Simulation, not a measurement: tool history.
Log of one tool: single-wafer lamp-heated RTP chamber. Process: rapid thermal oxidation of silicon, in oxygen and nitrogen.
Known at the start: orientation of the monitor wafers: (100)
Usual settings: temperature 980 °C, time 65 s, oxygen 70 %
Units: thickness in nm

run   hour  temperature  time  oxygen  read-back reference wafer on the same gauge, thickness  thickness
  1      0          980    65      70                                                   5.078      5.398
  2   12.2          980    87      70                                                   5.078      6.135
  3   27.7          980    87      70                                                   5.082      6.112
  4   36.3          980    65      70                                                   5.079      5.378
  5   52.9          980    65      70                                                   5.079      5.384
  6   69.3          980    65      70                                                   5.081      5.402
  7   80.2          980    65      70                                                   5.079      5.383
  8   95.8          980    65      70                                                    5.08      5.381
     104.8  -- oxygen flow controller replaced
  9  112.4          998    65      40                                                   5.081      5.075
 10  121.4          967    48      92                                                   5.082      4.738

Forecast run 11:
 11  135.1          952    65      80                                                       ?          ?

Run 11 gave read-back reference wafer on the same gauge, thickness 5.081, thickness 4.614 nm.
Without the tool's hidden state the same run would have given thickness 4.276 nm.
